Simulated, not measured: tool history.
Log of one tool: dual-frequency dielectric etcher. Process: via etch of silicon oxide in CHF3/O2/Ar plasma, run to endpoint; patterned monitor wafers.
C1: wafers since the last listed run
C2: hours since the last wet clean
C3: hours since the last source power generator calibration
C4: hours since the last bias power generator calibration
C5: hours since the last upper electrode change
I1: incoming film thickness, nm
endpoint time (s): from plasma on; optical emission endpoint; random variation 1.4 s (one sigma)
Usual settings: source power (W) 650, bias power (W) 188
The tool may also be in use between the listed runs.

run 1 day=0 | source_power_(W)=650 bias_power_(W)=188 | C1=0 C2=170.1 C3=3377.7 C4=3391.3 C5=3120.8 | I1=429.9 | endpoint_time_(s)=206
run 2 day=1.125 | source_power_(W)=650 bias_power_(W)=188 | C1=168 C2=197.1 C3=3404.7 C4=3418.3 C5=3147.8 | I1=425.5 | endpoint_time_(s)=204
run 3 day=3.633 | source_power_(W)=650 bias_power_(W)=188 | C1=375 C2=257.3 C3=3464.9 C4=3478.5 C5=3208 | I1=429.3 | endpoint_time_(s)=204.1
run 4 day=5.788 | source_power_(W)=650 bias_power_(W)=188 | C1=322 C2=309 C3=3516.6 C4=3530.2 C5=3259.7 | I1=427.9 | endpoint_time_(s)=201.6
run 5 day=8.004 | source_power_(W)=650 bias_power_(W)=188 | C1=331 C2=362.2 C3=3569.8 C4=3583.4 C5=3312.9 | I1=430.9 | endpoint_time_(s)=203.4
run 6 day=9.058 | source_power_(W)=650 bias_power_(W)=188 | C1=157 C2=387.5 C3=3595.1 C4=3608.7 C5=3338.2 | I1=430.3 | endpoint_time_(s)=201
run 7 day=10.892 | source_power_(W)=650 bias_power_(W)=188 | C1=274 C2=431.5 C3=3639.1 C4=3652.7 C5=3382.2 | I1=431.1 | endpoint_time_(s)=201.7
run 8 day=12.292 | source_power_(W)=650 bias_power_(W)=188 | C1=209 C2=465.1 C3=3672.7 C4=3686.3 C5=3415.8 | I1=435.1 | endpoint_time_(s)=203.5
-- day=14.825 wet clean of the chamber
run 9 day=15.021 | source_power_(W)=650 bias_power_(W)=211 | C1=258 C2=4.7 C3=3738.2 C4=3751.8 C5=3481.3 | I1=429.1 | endpoint_time_(s)=197.3
run 10 day=17.404 | source_power_(W)=650 bias_power_(W)=211 | C1=356 C2=61.9 C3=3795.4 C4=3809 C5=3538.5 | I1=430.6 | endpoint_time_(s)=199.9
run 11 day=19.429 | source_power_(W)=650 bias_power_(W)=211 | C1=303 C2=110.5 C3=3844 C4=3857.6 C5=3587.1 | I1=431 | endpoint_time_(s)=197.1
run 12 day=21.025 | source_power_(W)=650 bias_power_(W)=174 | C1=238 C2=148.8 C3=3882.3 C4=3895.9 C5=3625.4 | I1=433.7 | endpoint_time_(s)=212.6
run 13 day=23.417 | source_power_(W)=650 bias_power_(W)=178 | C1=357 C2=206.2 C3=3939.7 C4=3953.3 C5=3682.8 | I1=429 | endpoint_time_(s)=205.4
-- day=24.858 bias power generator calibrated
run 14 day=25.746 | source_power_(W)=650 bias_power_(W)=178 | C1=323 C2=262.1 C3=3995.6 C4=21.3 C5=3738.7 | I1=431 | endpoint_time_(s)=205.2
run 15 day=27.588 | source_power_(W)=650 bias_power_(W)=154 | C1=275 C2=306.3 C3=4039.8 C4=65.5 C5=3782.9 | I1=435.4 | endpoint_time_(s)=217.9
run 16 day=29.979 | source_power_(W)=800 bias_power_(W)=216 | C1=357 C2=363.7 C3=4097.2 C4=122.9 C5=3840.3 | I1=431.5 | endpoint_time_(s)=182.9
run 17 day=32.892 | source_power_(W)=810 bias_power_(W)=210 | C1=435 C2=433.6 C3=4167.1 C4=192.8 C5=3910.2 | I1=426.5 | endpoint_time_(s)=178.6
run 18 day=34.958 | source_power_(W)=590 bias_power_(W)=215 | C1=309 C2=483.2 C3=4216.7 C4=242.4 C5=3959.8 | I1=430.2 | endpoint_time_(s)=194.7
run 19 day=37.188 | source_power_(W)=650 bias_power_(W)=188 | C1=333 C2=536.7 C3=4270.2 C4=295.9 C5=4013.3 | I1=428.6 | endpoint_time_(s)=197.5
-- day=39.862 wet clean of the chamber
run 20 day=39.883 | source_power_(W)=650 bias_power_(W)=188 | C1=253 C2=0.5 C3=4334.9 C4=360.6 C5=4078 | I1=428.3 | endpoint_time_(s)=209.5
run 21 day=42.362 | source_power_(W)=520 bias_power_(W)=154 | C1=371 C2=60 C3=4394.4 C4=420.1 C5=4137.5 | I1=431.3 | endpoint_time_(s)=233.4
run 22 day=44.225 | source_power_(W)=720 bias_power_(W)=216 | C1=278 C2=104.7 C3=4439.1 C4=464.8 C5=4182.2 | I1=433.4 | endpoint_time_(s)=194.2
run 23 day=45.746 | source_power_(W)=650 bias_power_(W)=178 | C1=227 C2=141.2 C3=4475.6 C4=501.3 C5=4218.7 | I1=432.8 | endpoint_time_(s)=207.9
run 24 day=47.271 | source_power_(W)=700 bias_power_(W)=235 | C1=228 C2=177.8 C3=4512.2 C4=537.9 C5=4255.3 | I1=430.2 | endpoint_time_(s)=184.8
run 25 day=50.158 | source_power_(W)=750 bias_power_(W)=228 | C1=432 C2=247.1 C3=4581.5 C4=607.2 C5=4324.6 | I1=429.2 | endpoint_time_(s)=181.5
run 26 day=53.55 | source_power_(W)=530 bias_power_(W)=234 | C1=507 C2=328.5 C3=4662.9 C4=688.6 C5=4406 | I1=434.6 | endpoint_time_(s)=197.8
run 27 day=56.283 | source_power_(W)=500 bias_power_(W)=176 | C1=409 C2=394.1 C3=4728.5 C4=754.2 C5=4471.6 | I1=428.8 | endpoint_time_(s)=218.2
run 28 day=58.829 | source_power_(W)=650 bias_power_(W)=188 | C1=381 C2=455.2 C3=4789.6 C4=815.3 C5=4532.7 | I1=434.2 | endpoint_time_(s)=198.6
-- day=61.338 upper electrode replaced
-- day=62.592 wet clean of the chamber
-- day=63.183 source power generator calibrated
run 29 day=67.038 | source_power_(W)=590 bias_power_(W)=146 | C1=904 C2=106.7 C3=92.5 C4=1012.3 C5=136.8 | I1=430.9 | endpoint_time_(s)=229.2
run 30 day=68.504 | source_power_(W)=790 bias_power_(W)=225 | C1=219 C2=141.9 C3=127.7 C4=1047.5 C5=172 | I1=427.1 | endpoint_time_(s)=185.1
run 31 day=70.412 | source_power_(W)=650 bias_power_(W)=188 | C1=285 C2=187.7 C3=173.5 C4=1093.3 C5=217.8 | I1=429.2 | endpoint_time_(s)=204
run 32 day=73.383 | source_power_(W)=650 bias_power_(W)=188 | C1=444 C2=259 C3=244.8 C4=1164.6 C5=289.1 | I1=427.5 | endpoint_time_(s)=201.9
run 33 day=76.225 | source_power_(W)=650 bias_power_(W)=188 | C1=425 C2=327.2 C3=313 C4=1232.8 C5=357.3 | I1=430.3 | endpoint_time_(s)=202.5
run 34 day=79.121 | source_power_(W)=650 bias_power_(W)=188 | C1=433 C2=396.7 C3=382.5 C4=1302.3 C5=426.8 | I1=427.9 | endpoint_time_(s)=201.2
-- day=81.4 wet clean of the chamber
run 35 day=87.979 | source_power_(W)=750 bias_power_(W)=220 | C1=1176 C2=157.9 C3=595.1 C4=1514.9 C5=639.4 | I1=430 | endpoint_time_(s)=184.2

Forecast each of these 4 alternatives for the next run:
run A day=88 | source_power_(W)=600 bias_power_(W)=188 | C1=3 C2=158.4 C3=595.6 C4=1515.4 C5=639.9 | I1=424.1 | endpoint_time_(s)=?
run B day=88 | source_power_(W)=790 bias_power_(W)=142 | C1=3 C2=158.4 C3=595.6 C4=1515.4 C5=639.9 | I1=424.1 | endpoint_time_(s)=?
run C day=88 | source_power_(W)=490 bias_power_(W)=188 | C1=3 C2=158.4 C3=595.6 C4=1515.4 C5=639.9 | I1=424.1 | endpoint_time_(s)=?
run D day=88 | source_power_(W)=540 bias_power_(W)=188 | C1=3 C2=158.4 C3=595.6 C4=1515.4 C5=639.9 | I1=424.1 | endpoint_time_(s)=?

run=A endpoint_time_(s)=206.2
run=B endpoint_time_(s)=208.1
run=C endpoint_time_(s)=216.9
run=D endpoint_time_(s)=211.8
Without the tool's hidden state the same runs would have given:
run=A endpoint_time_(s)=209.9
run=B endpoint_time_(s)=211.8
run=C endpoint_time_(s)=220.7
run=D endpoint_time_(s)=215.5

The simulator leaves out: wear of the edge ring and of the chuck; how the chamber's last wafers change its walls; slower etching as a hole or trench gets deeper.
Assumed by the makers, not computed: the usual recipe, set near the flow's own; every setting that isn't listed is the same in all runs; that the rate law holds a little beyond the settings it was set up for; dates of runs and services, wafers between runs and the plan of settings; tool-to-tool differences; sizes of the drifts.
